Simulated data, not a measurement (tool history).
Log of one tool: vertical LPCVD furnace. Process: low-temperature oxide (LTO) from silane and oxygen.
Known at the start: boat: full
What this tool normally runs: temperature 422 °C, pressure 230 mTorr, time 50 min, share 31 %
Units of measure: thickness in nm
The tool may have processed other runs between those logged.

| run | hour | temperature | pressure | time | share | read-back reference wafer on the same gauge, thickness | thickness |
|---|---|---|---|---|---|---|---|
| 1 | 0 | 422 | 230 | 50 | 31 | 511.74 | 459.55 |
| 2 | 57.5 | 422 | 230 | 50 | 31 | 511.97 | 463.27 |
| 3 | 120.5 | 422 | 230 | 50 | 34 | 512 | 522.26 |
| 4 | 148.3 | 416 | 230 | 50 | 31 | 511.95 | 433.63 |
| 5 | 184.3 | 416 | 230 | 50 | 31 | 511.99 | 434.56 |
| 6 | 211.6 | 416 | 230 | 50 | 31 | 512 | 434.04 |
|  | 248.3 | gauge calibrated |
| 7 | 272.9 | 422 | 230 | 50 | 31 | 511.83 | 464.82 |
| 8 | 363.3 | 422 | 230 | 59.5 | 36 | 512.23 | 676.3 |
| 9 | 417.3 | 422 | 245 | 34.5 | 31 | 511.96 | 342.06 |
|  | 548.3 | silane flow controller replaced |
|  | 551.4 | pressure gauge zeroed |
| 10 | 551.9 | 422 | 230 | 50 | 31 | 511.98 | 450.4 |
| 11 | 593.6 | 413 | 275 | 31 | 31 | 512.06 | 301.35 |
| 12 | 632 | 422 | 230 | 50 | 31 | 512.01 | 448.07 |
| 13 | 657.5 | 422 | 175 | 64.5 | 34 | 511.96 | 499.82 |
| 14 | 684.2 | 413 | 230 | 50 | 31 | 512.21 | 405.6 |
| 15 | 718.9 | 410 | 230 | 50 | 28 | 512.17 | 339.82 |
| 16 | 771.1 | 432 | 195 | 37.5 | 35 | 511.79 | 371.08 |
| 17 | 839.4 | 419 | 230 | 50 | 31 | 512.05 | 435.57 |
|  | 892.4 | thermocouples replaced and temperature profile calibrated |
| 18 | 900.4 | 416 | 230 | 43 | 31 | 511.94 | 354.29 |
| 19 | 941.2 | 416 | 230 | 36.5 | 31 | 511.75 | 299.97 |
| 20 | 986 | 417 | 190 | 64.5 | 26 | 512.11 | 345.21 |
| 21 | 1023.7 | 422 | 230 | 50 | 31 | 511.98 | 440.84 |
| 22 | 1052.8 | 422 | 185 | 61.5 | 31 | 511.95 | 437.35 |
| 23 | 1110.4 | 419 | 185 | 62 | 28 | 511.84 | 369.78 |
| 24 | 1144.2 | 422 | 230 | 50 | 29 | 511.79 | 402.11 |
| 25 | 1168.5 | 416 | 230 | 36.5 | 31 | 512.14 | 301.74 |
| 26 | 1220.8 | 418 | 275 | 41 | 26 | 512.02 | 320.97 |
| 27 | 1277.7 | 422 | 230 | 50 | 31 | 512.16 | 441.47 |
| 28 | 1347.7 | 422 | 230 | 67.5 | 37 | 511.96 | 751.02 |
| 29 | 1383.4 | 422 | 230 | 50 | 31 | 511.99 | 442.53 |
| 30 | 1446.3 | 422 | 255 | 50 | 28 | 511.85 | 425.14 |
| 31 | 1496.3 | 422 | 230 | 37.5 | 31 | 511.97 | 334.43 |
| 32 | 1522.3 | 432 | 265 | 50 | 31 | 511.99 | 573.33 |

Each row is a separate what-if for the run after 32, all from the same tool condition, not one after another. Results?
| A | 1527.7 | 422 | 230 | 50 | 31 | ? | ? |
| B | 1527.7 | 428 | 260 | 50 | 31 | ? | ? |
| C | 1527.7 | 422 | 230 | 34.5 | 31 | ? | ? |

| run | read-back reference wafer on the same gauge, thickness | thickness |
|---|---|---|
| A | 511.58 | 444.79 |
| B | 511.58 | 535.86 |
| C | 511.58 | 306.9 |
What these runs would have given with no unlogged condition in the tool:
| run | thickness |
|---|---|
| A | 438.57 |
| B | 528.81 |
| C | 302.61 |

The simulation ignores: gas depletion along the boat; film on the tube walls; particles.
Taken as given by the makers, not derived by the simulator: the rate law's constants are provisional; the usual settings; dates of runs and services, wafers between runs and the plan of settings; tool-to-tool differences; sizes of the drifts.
